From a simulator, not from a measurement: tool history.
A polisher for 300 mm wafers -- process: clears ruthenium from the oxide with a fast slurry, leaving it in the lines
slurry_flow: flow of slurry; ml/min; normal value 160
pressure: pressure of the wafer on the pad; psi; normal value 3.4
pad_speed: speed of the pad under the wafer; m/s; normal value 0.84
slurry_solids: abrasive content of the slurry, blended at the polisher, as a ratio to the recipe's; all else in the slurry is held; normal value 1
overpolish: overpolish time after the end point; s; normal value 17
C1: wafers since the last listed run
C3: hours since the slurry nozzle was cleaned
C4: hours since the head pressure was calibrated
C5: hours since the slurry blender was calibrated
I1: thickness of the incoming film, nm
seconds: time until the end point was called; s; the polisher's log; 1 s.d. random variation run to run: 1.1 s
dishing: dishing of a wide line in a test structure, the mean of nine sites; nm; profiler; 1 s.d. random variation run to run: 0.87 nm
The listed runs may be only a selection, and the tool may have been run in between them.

run 1 hour=0 | slurry_flow=160 pressure=3.4 pad_speed=0.84 slurry_solids=1 overpolish=17 | C1=0 wafers_polished_on_this_pad=368 C3=141.7 C4=243 C5=24.5 | I1=248 | seconds=64.9 dishing=51.5
run 2 hour=98.8 | slurry_flow=160 pressure=3.9 pad_speed=0.84 slurry_solids=1 overpolish=17 | C1=878 wafers_polished_on_this_pad=1246 C3=240.5 C4=341.8 C5=123.3 | I1=249.8 | seconds=56.3 dishing=54.7
-- hour=169 worn pad replaced by a new one
run 3 hour=173.6 | slurry_flow=160 pressure=3.9 pad_speed=0.84 slurry_solids=1 overpolish=17 | C1=629 wafers_polished_on_this_pad=40 C3=315.3 C4=416.6 C5=198.1 | I1=253.3 | seconds=63.6 dishing=53.9
run 4 hour=215 | slurry_flow=160 pressure=3.4 pad_speed=0.84 slurry_solids=1 overpolish=17 | C1=368 wafers_polished_on_this_pad=408 C3=356.7 C4=458 C5=239.5 | I1=254.4 | seconds=72.9 dishing=46
run 5 hour=306.4 | slurry_flow=160 pressure=3.4 pad_speed=0.84 slurry_solids=1 overpolish=17 | C1=812 wafers_polished_on_this_pad=1221 C3=448.1 C4=549.4 C5=330.9 | I1=251.8 | seconds=73.6 dishing=45.9
-- hour=343.2 slurry blender recalibrated
-- hour=358.9 head pressure recalibrated
run 6 hour=375.3 | slurry_flow=160 pressure=3.4 pad_speed=0.84 slurry_solids=1 overpolish=17 | C1=577 wafers_polished_on_this_pad=1798 C3=517 C4=16.4 C5=32.1 | I1=250.9 | seconds=75.1 dishing=45.1
-- hour=392.6 worn pad replaced by a new one, repeated, since the last time left the tool worse
-- hour=461.4 slurry nozzle cleaned
run 7 hour=470.4 | slurry_flow=160 pressure=3.4 pad_speed=0.84 slurry_solids=1 overpolish=20 | C1=801 wafers_polished_on_this_pad=682 C3=9 C4=111.5 C5=127.2 | I1=250 | seconds=62.2 dishing=58.2
run 8 hour=569.6 | slurry_flow=160 pressure=3.4 pad_speed=0.84 slurry_solids=1 overpolish=17 | C1=882 wafers_polished_on_this_pad=1565 C3=108.2 C4=210.7 C5=226.4 | I1=249.3 | seconds=66.7 dishing=50
-- hour=626.5 worn pad replaced by a new one
run 9 hour=652.1 | slurry_flow=110 pressure=2.6 pad_speed=0.98 slurry_solids=1 overpolish=24 | C1=698 wafers_polished_on_this_pad=227 C3=190.7 C4=293.2 C5=308.9 | I1=244.8 | seconds=73.6 dishing=58.9
-- hour=667.2 slurry blender recalibrated
run 10 hour=713.6 | slurry_flow=145 pressure=3.9 pad_speed=0.84 slurry_solids=1.3 overpolish=17 | C1=529 wafers_polished_on_this_pad=756 C3=252.2 C4=354.7 C5=46.4 | I1=247.6 | seconds=50 dishing=59.3
run 11 hour=792.7 | slurry_flow=205 pressure=3 pad_speed=1.12 slurry_solids=0.9 overpolish=17 | C1=703 wafers_polished_on_this_pad=1459 C3=331.3 C4=433.8 C5=125.5 | I1=246.8 | seconds=55 dishing=57.6
-- hour=833.1 worn pad replaced by a new one
run 12 hour=853.7 | slurry_flow=160 pressure=3.4 pad_speed=0.84 slurry_solids=1 overpolish=17 | C1=506 wafers_polished_on_this_pad=183 C3=392.3 C4=494.8 C5=186.5 | I1=249.6 | seconds=64.5 dishing=50.1
run 13 hour=910.1 | slurry_flow=175 pressure=3.4 pad_speed=0.84 slurry_solids=0.9 overpolish=17 | C1=501 wafers_polished_on_this_pad=684 C3=448.7 C4=551.2 C5=242.9 | I1=251 | seconds=67.4 dishing=49.8
run 14 hour=975.6 | slurry_flow=160 pressure=3.4 pad_speed=0.84 slurry_solids=1 overpolish=17 | C1=582 wafers_polished_on_this_pad=1267 C3=514.2 C4=616.7 C5=308.4 | I1=250.7 | seconds=64.3 dishing=49.7
-- hour=978.1 head pressure recalibrated
-- hour=1006.9 slurry nozzle cleaned
run 15 hour=1045 | slurry_flow=110 pressure=3.4 pad_speed=0.84 slurry_solids=1.15 overpolish=20 | C1=590 wafers_polished_on_this_pad=1857 C3=38.1 C4=66.9 C5=377.8 | I1=254.3 | seconds=69.6 dishing=56.1

Entry by entry between the runs, the difference in hidden state between the last listed run before and the first listed run after:
Between runs 2 and 3: worn pad replaced by a new one (hour 169)
  removal rate lost through wear of the pad, %: 2.7 -> 9.6
  measured less the result without the state, seconds: +1.6 -> +6.1 s; dishing: -1.3 -> -4.9 nm
Between runs 5 and 6: slurry blender recalibrated (hour 343.2); head pressure recalibrated (hour 358.9)
  removal rate lost through wear of the pad, %: 12 -> 15
  measured less the result without the state, seconds: +8.8 -> +11.3 s; dishing: -5.5 -> -6.9 nm
Between runs 6 and 7: worn pad replaced by a new one, repeated, since the last time left the tool worse (hour 392.6); slurry nozzle cleaned (hour 461.4)
  removal rate lost through wear of the pad, %: 15 -> 1.64
  measured less the result without the state, seconds: +11.3 -> +1 s; dishing: -6.9 -> -0.8 nm
Between runs 8 and 9: worn pad replaced by a new one (hour 626.5)
  removal rate lost through wear of the pad, %: 4.83 -> 0.363
  measured less the result without the state, seconds: +3.2 -> +0.3 s; dishing: -2.2 -> -0.2 nm
Between runs 9 and 10: slurry blender recalibrated (hour 667.2)
  removal rate lost through wear of the pad, %: 0.363 -> 1.24
  measured less the result without the state, seconds: +0.3 -> +0.7 s; dishing: -0.2 -> -0.6 nm
Between runs 11 and 12: worn pad replaced by a new one (hour 833.1)
  removal rate lost through wear of the pad, %: 3.77 -> 1.13
  measured less the result without the state, seconds: +2.1 -> +0.7 s; dishing: -1.9 -> -0.5 nm
Between runs 14 and 15: head pressure recalibrated (hour 978.1); slurry nozzle cleaned (hour 1006.9)
  removal rate lost through wear of the pad, %: 3.64 -> 6.74
  measured less the result without the state, seconds: +2.3 -> +4.7 s; dishing: -1.6 -> -3.4 nm
